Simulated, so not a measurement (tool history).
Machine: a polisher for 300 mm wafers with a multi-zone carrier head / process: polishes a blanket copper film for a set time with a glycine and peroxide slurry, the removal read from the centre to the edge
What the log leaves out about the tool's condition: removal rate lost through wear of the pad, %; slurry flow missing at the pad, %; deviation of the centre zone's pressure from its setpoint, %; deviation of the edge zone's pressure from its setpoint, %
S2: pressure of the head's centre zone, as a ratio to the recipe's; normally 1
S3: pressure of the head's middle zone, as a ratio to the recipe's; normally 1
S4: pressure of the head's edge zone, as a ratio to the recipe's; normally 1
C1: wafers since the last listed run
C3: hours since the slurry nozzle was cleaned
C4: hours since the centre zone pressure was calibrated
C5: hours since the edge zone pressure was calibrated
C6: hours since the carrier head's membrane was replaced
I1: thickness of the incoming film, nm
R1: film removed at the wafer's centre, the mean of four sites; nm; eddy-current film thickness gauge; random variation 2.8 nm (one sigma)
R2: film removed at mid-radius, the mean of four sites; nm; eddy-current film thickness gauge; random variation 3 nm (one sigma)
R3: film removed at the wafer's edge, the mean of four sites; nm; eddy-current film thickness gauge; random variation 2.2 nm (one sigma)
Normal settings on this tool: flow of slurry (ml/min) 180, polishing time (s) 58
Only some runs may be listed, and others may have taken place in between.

{"run": 1, "day": 0.0, "flow of slurry (ml/min)": 180, "S2": 1, "S3": 0.88, "S4": 1.09, "polishing time (s)": 58, "C1": 0, "wafers polished on this pad": 2303, "C3": 3.4, "C4": 477, "C5": 164.2, "C6": 55.1, "I1": 2077.3, "R1": 175, "R2": 155.2, "R3": 198.3}
{"day": 1.158, "done": "worn pad replaced by a new one"}
{"run": 2, "day": 1.217, "flow of slurry (ml/min)": 150, "S2": 1, "S3": 1, "S4": 0.97, "polishing time (s)": 58, "C1": 371, "wafers polished on this pad": 21, "C3": 32.6, "C4": 506.2, "C5": 193.4, "C6": 84.3, "I1": 2012, "R1": 156.4, "R2": 161.2, "R3": 182}
{"run": 3, "day": 1.854, "flow of slurry (ml/min)": 150, "S2": 1, "S3": 1, "S4": 0.97, "polishing time (s)": 58, "C1": 225, "wafers polished on this pad": 246, "C3": 47.9, "C4": 521.5, "C5": 208.7, "C6": 99.6, "I1": 2038.5, "R1": 159.1, "R2": 161.1, "R3": 184.4}
{"run": 4, "day": 2.496, "flow of slurry (ml/min)": 135, "S2": 1, "S3": 1.09, "S4": 1, "polishing time (s)": 75, "C1": 226, "wafers polished on this pad": 473, "C3": 63.3, "C4": 536.9, "C5": 224.1, "C6": 115, "I1": 2062.2, "R1": 193.5, "R2": 212, "R3": 230.7}
{"run": 5, "day": 3.492, "flow of slurry (ml/min)": 180, "S2": 1, "S3": 0.92, "S4": 1, "polishing time (s)": 58, "C1": 352, "wafers polished on this pad": 825, "C3": 87.2, "C4": 560.8, "C5": 248, "C6": 138.9, "I1": 2071.7, "R1": 174.2, "R2": 163, "R3": 196}
{"run": 6, "day": 4.242, "flow of slurry (ml/min)": 235, "S2": 0.9, "S3": 1.06, "S4": 0.93, "polishing time (s)": 58, "C1": 265, "wafers polished on this pad": 1090, "C3": 105.2, "C4": 578.8, "C5": 266, "C6": 156.9, "I1": 2040.2, "R1": 171.8, "R2": 193, "R3": 199.9}
{"day": 4.825, "done": "edge zone pressure recalibrated"}
{"run": 7, "day": 5.596, "flow of slurry (ml/min)": 135, "S2": 1, "S3": 1.09, "S4": 1, "polishing time (s)": 75, "C1": 449, "wafers polished on this pad": 1540, "C3": 137.7, "C4": 611.3, "C5": 18.5, "C6": 189.4, "I1": 2020.6, "R1": 191.3, "R2": 213.6, "R3": 233.6}
{"run": 8, "day": 6.579, "flow of slurry (ml/min)": 140, "S2": 0.97, "S3": 1, "S4": 1.1, "polishing time (s)": 38, "C1": 347, "wafers polished on this pad": 1887, "C3": 161.3, "C4": 634.9, "C5": 42.1, "C6": 213, "I1": 2085.1, "R1": 96.4, "R2": 98.1, "R3": 123.9}
{"run": 9, "day": 7.104, "flow of slurry (ml/min)": 180, "S2": 1, "S3": 1, "S4": 1, "polishing time (s)": 58, "C1": 185, "wafers polished on this pad": 2073, "C3": 173.9, "C4": 647.5, "C5": 54.7, "C6": 225.6, "I1": 2050.4, "R1": 173, "R2": 167.1, "R3": 191.8}
{"run": 10, "day": 7.692, "flow of slurry (ml/min)": 180, "S2": 1, "S3": 1, "S4": 1, "polishing time (s)": 58, "C1": 207, "wafers polished on this pad": 2281, "C3": 188, "C4": 661.6, "C5": 68.8, "C6": 239.7, "I1": 2051.9, "R1": 171.3, "R2": 170.1, "R3": 191.9}
{"day": 8.383, "done": "slurry nozzle cleaned, repeated, since the last time left the tool worse"}
{"run": 11, "day": 8.454, "flow of slurry (ml/min)": 180, "S2": 0.91, "S3": 0.95, "S4": 1, "polishing time (s)": 58, "C1": 254, "wafers polished on this pad": 2535, "C3": 1.7, "C4": 679.9, "C5": 87.1, "C6": 258, "I1": 2086.5, "R1": 193.1, "R2": 201.4, "R3": 222}
{"run": 12, "day": 9.029, "flow of slurry (ml/min)": 160, "S2": 1.04, "S3": 1, "S4": 1.12, "polishing time (s)": 47, "C1": 203, "wafers polished on this pad": 2739, "C3": 15.5, "C4": 693.7, "C5": 100.9, "C6": 271.8, "I1": 2031.7, "R1": 173.4, "R2": 169.2, "R3": 185.8}
{"run": 13, "day": 10.233, "flow of slurry (ml/min)": 180, "S2": 1, "S3": 1, "S4": 1, "polishing time (s)": 47, "C1": 425, "wafers polished on this pad": 3164, "C3": 44.4, "C4": 722.6, "C5": 129.8, "C6": 300.7, "I1": 2035.5, "R1": 171.2, "R2": 169.1, "R3": 178.4}
{"day": 11.5, "done": "worn pad replaced by a new one"}
{"run": 14, "day": 11.55, "flow of slurry (ml/min)": 180, "S2": 1, "S3": 1, "S4": 1, "polishing time (s)": 74, "C1": 406, "wafers polished on this pad": 18, "C3": 76, "C4": 754.2, "C5": 161.4, "C6": 332.3, "I1": 2048.8, "R1": 272.7, "R2": 269.1, "R3": 280.1}
{"day": 12.621, "done": "centre zone pressure recalibrated"}
{"run": 15, "day": 15.8, "flow of slurry (ml/min)": 180, "S2": 1, "S3": 1, "S4": 1, "polishing time (s)": 58, "C1": 1473, "wafers polished on this pad": 1491, "C3": 178, "C4": 76.3, "C5": 263.4, "C6": 434.3, "I1": 2073.1, "R1": 216.3, "R2": 202.6, "R3": 223.7}
{"run": 16, "day": 16.383, "flow of slurry (ml/min)": 200, "S2": 1, "S3": 0.96, "S4": 1, "polishing time (s)": 50, "C1": 206, "wafers polished on this pad": 1697, "C3": 192, "C4": 90.3, "C5": 277.4, "C6": 448.3, "I1": 2048.5, "R1": 188.2, "R2": 181.9, "R3": 195}
{"run": 17, "day": 17.029, "flow of slurry (ml/min)": 180, "S2": 1, "S3": 0.96, "S4": 1, "polishing time (s)": 58, "C1": 228, "wafers polished on this pad": 1925, "C3": 207.5, "C4": 105.8, "C5": 292.9, "C6": 463.8, "I1": 2042.7, "R1": 218.1, "R2": 201.9, "R3": 221.3}
{"run": 18, "day": 18.033, "flow of slurry (ml/min)": 180, "S2": 1.08, "S3": 1, "S4": 1, "polishing time (s)": 58, "C1": 355, "wafers polished on this pad": 2281, "C3": 231.6, "C4": 129.9, "C5": 317, "C6": 487.9, "I1": 2013.8, "R1": 229.5, "R2": 209.4, "R3": 219.6}
{"day": 18.371, "done": "edge zone pressure recalibrated"}
{"run": 19, "day": 18.825, "flow of slurry (ml/min)": 180, "S2": 1, "S3": 1.06, "S4": 1, "polishing time (s)": 73, "C1": 250, "wafers polished on this pad": 2531, "C3": 250.6, "C4": 148.9, "C5": 10.9, "C6": 506.9, "I1": 2057.2, "R1": 272.9, "R2": 278.6, "R3": 273.2}
{"run": 20, "day": 19.708, "flow of slurry (ml/min)": 135, "S2": 1, "S3": 1, "S4": 1, "polishing time (s)": 74, "C1": 312, "wafers polished on this pad": 2843, "C3": 271.8, "C4": 170.1, "C5": 32.1, "C6": 528.1, "I1": 2020.9, "R1": 252.5, "R2": 247.4, "R3": 269.1}
{"run": 21, "day": 20.525, "flow of slurry (ml/min)": 180, "S2": 0.96, "S3": 1, "S4": 1.04, "polishing time (s)": 58, "C1": 288, "wafers polished on this pad": 3132, "C3": 291.4, "C4": 189.7, "C5": 51.7, "C6": 547.7, "I1": 2039.9, "R1": 200.7, "R2": 210.3, "R3": 223.7}
{"day": 21.333, "done": "worn pad replaced by a new one"}
{"run": 22, "day": 21.433, "flow of slurry (ml/min)": 180, "S2": 1, "S3": 1, "S4": 1.06, "polishing time (s)": 58, "C1": 262, "wafers polished on this pad": 34, "C3": 313.2, "C4": 211.5, "C5": 73.5, "C6": 569.5, "I1": 2045, "R1": 213.3, "R2": 212, "R3": 224.8}
{"run": 23, "day": 22.025, "flow of slurry (ml/min)": 180, "S2": 0.89, "S3": 1, "S4": 1.06, "polishing time (s)": 58, "C1": 209, "wafers polished on this pad": 243, "C3": 327.4, "C4": 225.7, "C5": 87.7, "C6": 583.7, "I1": 2055.5, "R1": 190.8, "R2": 210.9, "R3": 229}

3 ways to go on from here, each from the tool as it stands after run 23. What would each give?
{"run": "A", "day": 22.042, "flow of slurry (ml/min)": 180, "S2": 1, "S3": 1, "S4": 1, "polishing time (s)": 53, "C1": 5, "wafers polished on this pad": 249, "C3": 327.8, "C4": 226.1, "C5": 88.1, "C6": 584.1, "I1": 2021.2, "R1": "?", "R2": "?", "R3": "?"}
{"run": "B", "day": 22.042, "flow of slurry (ml/min)": 180, "S2": 0.9, "S3": 1.04, "S4": 1, "polishing time (s)": 49, "C1": 5, "wafers polished on this pad": 249, "C3": 327.8, "C4": 226.1, "C5": 88.1, "C6": 584.1, "I1": 2021.2, "R1": "?", "R2": "?", "R3": "?"}
{"run": "C", "day": 22.042, "flow of slurry (ml/min)": 180, "S2": 1, "S3": 1, "S4": 1.04, "polishing time (s)": 58, "C1": 5, "wafers polished on this pad": 249, "C3": 327.8, "C4": 226.1, "C5": 88.1, "C6": 584.1, "I1": 2021.2, "R1": "?", "R2": "?", "R3": "?"}

run=A R1=196.6 R2=191.4 R3=198.4
run=B R1=163.5 R2=183 R3=183.3
run=C R1=215.1 R2=209.4 R3=221.3
The same runs, with their run-to-run variation unchanged, on a tool lacking any hidden condition would have given:
run=A R1=199.4 R2=193.8 R3=200.2
run=B R1=165.8 R2=185.3 R3=185
run=C R1=218.2 R2=212.1 R3=223.3
